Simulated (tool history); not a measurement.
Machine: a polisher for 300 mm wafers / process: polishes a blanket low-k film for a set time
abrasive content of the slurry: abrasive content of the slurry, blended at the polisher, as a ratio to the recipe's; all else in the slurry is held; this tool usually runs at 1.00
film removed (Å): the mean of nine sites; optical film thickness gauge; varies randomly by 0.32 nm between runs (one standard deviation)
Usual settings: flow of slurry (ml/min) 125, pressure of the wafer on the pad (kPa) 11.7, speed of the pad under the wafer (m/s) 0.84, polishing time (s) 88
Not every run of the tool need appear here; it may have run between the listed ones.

| run | hour | flow of slurry (ml/min) | pressure of the wafer on the pad (kPa) | speed of the pad under the wafer (m/s) | abrasive content of the slurry | polishing time (s) | incoming thickness of the incoming film, nm | film removed (Å) |
|---|---|---|---|---|---|---|---|---|
| 1 | 0.0 | 125 | 11.7 | 0.84 | 1.00 | 88 | 536.5 | 234 |
| 2 | 11.1 | 125 | 11.7 | 0.84 | 1.00 | 88 | 543.4 | 238 |
| 3 | 47.8 | 125 | 11.7 | 0.84 | 1.00 | 88 | 539.6 | 238 |
| 4 | 62.5 | 125 | 11.7 | 0.84 | 1.00 | 88 | 537.5 | 235 |
| 5 | 71.1 | 125 | 11.7 | 0.84 | 1.00 | 64 | 538.9 | 164 |
|  | 77.2 | worn pad replaced by a new one |
| 6 | 85.0 | 125 | 11.7 | 0.84 | 1.00 | 64 | 540.5 | 166 |
| 7 | 98.9 | 125 | 11.7 | 0.84 | 1.00 | 88 | 544.9 | 224 |
| 8 | 113.7 | 125 | 11.7 | 0.84 | 1.00 | 88 | 528.8 | 230 |
| 9 | 126.7 | 125 | 11.7 | 0.84 | 0.80 | 88 | 537.2 | 198 |
|  | 140.2 | slurry blender recalibrated |
| 10 | 144.6 | 125 | 11.7 | 0.84 | 0.80 | 88 | 531.0 | 198 |
| 11 | 154.7 | 125 | 11.7 | 0.84 | 0.80 | 88 | 543.4 | 196 |
|  | 161.9 | conditioning disc replaced and pad reconditioned |
| 12 | 167.6 | 170 | 11.7 | 0.84 | 1.20 | 88 | 544.9 | 292 |
|  | 189.5 | head pressure recalibrated |
|  | 193.8 | slurry nozzle cleaned |
| 13 | 194.3 | 125 | 10.3 | 1.06 | 1.00 | 98 | 544.1 | 289 |
|  | 205.3 | worn pad replaced by a new one |
| 14 | 205.8 | 125 | 11.7 | 0.84 | 1.00 | 88 | 540.8 | 250 |
| 15 | 218.5 | 125 | 11.7 | 0.84 | 1.00 | 105 | 542.2 | 298 |
| 16 | 228.4 | 105 | 11.7 | 1.10 | 1.00 | 88 | 545.3 | 285 |
| 17 | 237.5 | 160 | 8.3 | 0.68 | 1.00 | 70 | 546.7 | 123 |
| 18 | 247.7 | 125 | 11.7 | 0.84 | 1.00 | 88 | 533.4 | 246 |
| 19 | 281.0 | 85 | 13.8 | 1.00 | 1.00 | 78 | 536.4 | 258 |
| 20 | 296.3 | 100 | 11.7 | 0.84 | 1.25 | 88 | 541.1 | 258 |
| 21 | 306.5 | 125 | 7.6 | 0.68 | 1.25 | 88 | 533.6 | 151 |
| 22 | 318.7 | 165 | 15.9 | 0.64 | 1.00 | 73 | 544.2 | 232 |

The tool's hidden state at each run:
removal rate lost through wear of the pad, %: 0 in every run
slurry flow missing at the pad, %: 0 in every run
deviation of the head's pressure from its setpoint, %: 0 in every run
abrasive missing from the slurry, %: 0 in every run
H1: time polished since the conditioner stopped cutting, s
| run | H1 |
|---|---|
| 1 | 230 |
| 2 | 238 |
| 3 | 264 |
| 4 | 274 |
| 5 | 280 |
| 6 | 290 |
| 7 | 299 |
| 8 | 310 |
| 9 | 319 |
| 10 | 331 |
| 11 | 338 |
| 12 | 33.1 |
| 13 | 51.8 |
| 14 | 59.8 |
| 15 | 68.7 |
| 16 | 75.7 |
| 17 | 82 |
| 18 | 89.2 |
| 19 | 113 |
| 20 | 123 |
| 21 | 130 |
| 22 | 139 |

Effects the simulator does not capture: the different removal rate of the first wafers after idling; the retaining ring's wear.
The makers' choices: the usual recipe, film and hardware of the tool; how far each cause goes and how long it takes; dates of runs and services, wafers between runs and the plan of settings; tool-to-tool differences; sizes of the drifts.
